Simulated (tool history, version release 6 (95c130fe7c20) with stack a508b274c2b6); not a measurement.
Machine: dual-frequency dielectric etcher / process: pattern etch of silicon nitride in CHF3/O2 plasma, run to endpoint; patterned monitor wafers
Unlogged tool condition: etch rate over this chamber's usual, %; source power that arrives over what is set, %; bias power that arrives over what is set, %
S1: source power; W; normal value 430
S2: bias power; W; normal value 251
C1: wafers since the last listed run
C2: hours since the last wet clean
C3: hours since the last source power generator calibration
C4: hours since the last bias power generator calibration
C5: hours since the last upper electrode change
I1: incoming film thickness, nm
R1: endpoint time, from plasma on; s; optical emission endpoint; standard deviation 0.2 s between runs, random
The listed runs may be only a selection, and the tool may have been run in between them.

Run 1, day 0.000: usual settings but S1 490 W; C1 0; C2 639.8; C3 1437.3; C4 1428.6; C5 2296.1; I1 74.1. Result: R1 43.7 s.
Run 2, day 1.854: usual settings; C1 334; C2 684.3; C3 1481.8; C4 1473.1; C5 2340.6; I1 74.2. Result: R1 45.7 s.
At day 4.588: wet clean of the chamber.
Run 3, day 4.608: usual settings; C1 316; C2 0.5; C3 1547.9; C4 1539.2; C5 2406.7; I1 73.1. Result: R1 45.3 s.
Run 4, day 7.758: usual settings but S1 510 W; C1 567; C2 76.1; C3 1623.5; C4 1614.8; C5 2482.3; I1 74.6. Result: R1 44.0 s.
Run 5, day 10.312: usual settings but S1 510 W; C1 460; C2 137.4; C3 1684.8; C4 1676.1; C5 2543.6; I1 73.6. Result: R1 43.3 s.
Run 6, day 14.054: usual settings but S2 234 W; C1 674; C2 227.2; C3 1774.6; C4 1765.9; C5 2633.4; I1 73.1. Result: R1 47.0 s.
Run 7, day 18.200: usual settings but S2 234 W; C1 747; C2 326.7; C3 1874.1; C4 1865.4; C5 2732.9; I1 73.8. Result: R1 47.7 s.
Run 8, day 20.258: usual settings; C1 370; C2 376.1; C3 1923.5; C4 1914.8; C5 2782.3; I1 74.1. Result: R1 45.5 s.
At day 22.800: source power generator calibrated.
Run 9, day 23.492: usual settings; C1 552; C2 453.7; C3 16.6; C4 1992.4; C5 2859.9; I1 74.0. Result: R1 46.1 s.
Run 10, day 26.388: usual settings; C1 521; C2 523.2; C3 86.1; C4 2061.9; C5 2929.4; I1 74.1. Result: R1 46.5 s.
Run 11, day 30.538: usual settings; C1 747; C2 622.8; C3 185.7; C4 2161.5; C5 3029.0; I1 74.4. Result: R1 46.6 s.
At day 33.092: wet clean of the chamber.
At day 35.204: upper electrode replaced.
Run 12, day 35.225: usual settings; C1 484; C2 51.2; C3 298.2; C4 2274.0; C5 0.5; I1 73.7. Result: R1 46.1 s.
Run 13, day 36.204: usual settings; C1 176; C2 74.7; C3 321.7; C4 2297.5; C5 24.0; I1 74.3. Result: R1 46.5 s.
Run 14, day 40.475: usual settings but S1 380 W; C1 769; C2 177.2; C3 424.2; C4 2400.0; C5 126.5; I1 73.2. Result: R1 47.1 s.
Run 15, day 44.650: usual settings but S1 370 W, S2 234 W; C1 752; C2 277.4; C3 524.4; C4 2500.2; C5 226.7; I1 73.6. Result: R1 50.0 s.
Run 16, day 48.271: usual settings but S1 400 W, S2 204 W; C1 652; C2 364.3; C3 611.3; C4 2587.1; C5 313.6; I1 74.1. Result: R1 53.2 s.
Run 17, day 51.012: usual settings but S1 370 W, S2 214 W; C1 494; C2 430.1; C3 677.1; C4 2652.9; C5 379.4; I1 73.5. Result: R1 52.3 s.
At day 53.929: bias power generator calibrated.
Run 18, day 55.288: usual settings; C1 740; C2 532.7; C3 779.7; C4 32.6; C5 482.0; I1 73.6. Result: R1 45.4 s.
Run 19, day 57.262: usual settings but S1 530 W; C1 355; C2 580.1; C3 827.1; C4 80.0; C5 529.4; I1 73.7. Result: R1 43.1 s.
Run 20, day 60.533: usual settings but S1 460 W, S2 228 W; C1 589; C2 658.6; C3 905.6; C4 158.5; C5 607.9; I1 74.5. Result: R1 47.8 s.
Run 21, day 62.900: usual settings; C1 426; C2 715.4; C3 962.4; C4 215.3; C5 664.7; I1 74.3. Result: R1 46.1 s.
At day 64.429: wet clean of the chamber.
Run 22, day 66.100: usual settings but S2 280 W; C1 396; C2 40.1; C3 1039.2; C4 292.1; C5 741.5; I1 73.6. Result: R1 43.1 s.
Run 23, day 68.400: usual settings but S1 330 W, S2 209 W; C1 414; C2 95.3; C3 1094.4; C4 347.3; C5 796.7; I1 73.8. Result: R1 54.7 s.
Run 24, day 72.504: usual settings; C1 739; C2 193.8; C3 1192.9; C4 445.8; C5 895.2; I1 74.5. Result: R1 46.1 s.
Run 25, day 75.762: usual settings but S2 201 W; C1 587; C2 272.0; C3 1271.1; C4 524.0; C5 973.4; I1 74.1. Result: R1 52.6 s.
Run 26, day 77.742: usual settings but S1 500 W, S2 271 W; C1 356; C2 319.5; C3 1318.6; C4 571.5; C5 1020.9; I1 74.2. Result: R1 42.0 s.
Run 27, day 79.350: usual settings but S2 200 W; C1 289; C2 358.1; C3 1357.2; C4 610.1; C5 1059.5; I1 74.0. Result: R1 52.5 s.
Run 28, day 81.046: usual settings but S1 380 W, S2 195 W; C1 305; C2 398.8; C3 1397.9; C4 650.8; C5 1100.2; I1 73.5. Result: R1 55.2 s.
Run 29, day 82.642: usual settings but S1 400 W, S2 274 W; C1 287; C2 437.1; C3 1436.2; C4 689.1; C5 1138.5; I1 73.3. Result: R1 44.0 s.
At day 88.796: wet clean of the chamber.
Run 30, day 91.221: usual settings but S1 460 W, S2 228 W; C1 1365; C2 58.2; C3 1642.1; C4 895.0; C5 1344.4; I1 74.2. Result: R1 47.5 s.
Run 31, day 95.225: usual settings but S1 380 W, S2 276 W; C1 721; C2 154.3; C3 1738.2; C4 991.1; C5 1440.5; I1 73.9. Result: R1 45.1 s.
Run 32, day 103.896: usual settings but S1 510 W, S2 302 W; C1 1562; C2 362.4; C3 1946.3; C4 1199.2; C5 1648.6; I1 73.7. Result: R1 38.8 s.
Run 33, day 108.362: usual settings but S1 360 W; C1 805; C2 469.6; C3 2053.5; C4 1306.4; C5 1755.8; I1 74.6. Result: R1 48.5 s.
At day 110.525: source power generator calibrated.
Run 34, day 111.317: usual settings but S1 370 W, S2 292 W; C1 502; C2 540.5; C3 19.0; C4 1377.3; C5 1826.7; I1 74.5. Result: R1 44.6 s.
Run 35, day 114.354: usual settings but S1 400 W, S2 282 W; C1 547; C2 613.4; C3 91.9; C4 1450.2; C5 1899.6; I1 73.7. Result: R1 44.1 s.
At day 117.150: wet clean of the chamber.
Run 36, day 117.171: usual settings but S1 490 W, S2 197 W; C1 327; C2 0.5; C3 159.5; C4 1517.8; C5 1967.2; I1 74.4. Result: R1 51.2 s.

Branching from run 36: 3 alternative next runs. What would each branch give?
Run A, day 117.188: usual settings; C1 3; C2 0.9; C3 159.9; C4 1518.2; C5 1967.6; I1 73.6. Result: R1 ?.
Run B, day 117.188: usual settings but S1 480 W, S2 307 W; C1 3; C2 0.9; C3 159.9; C4 1518.2; C5 1967.6; I1 73.6. Result: R1 ?.
Run C, day 117.188: usual settings but S1 360 W, S2 300 W; C1 3; C2 0.9; C3 159.9; C4 1518.2; C5 1967.6; I1 73.6. Result: R1 ?.

run    R1
  A  46.3
  B  40.0
  C  44.2
The same runs, with their run-to-run variation unchanged, on a tool lacking any hidden condition would have given:
run    R1
  A  46.5
  B  40.2
  C  44.4
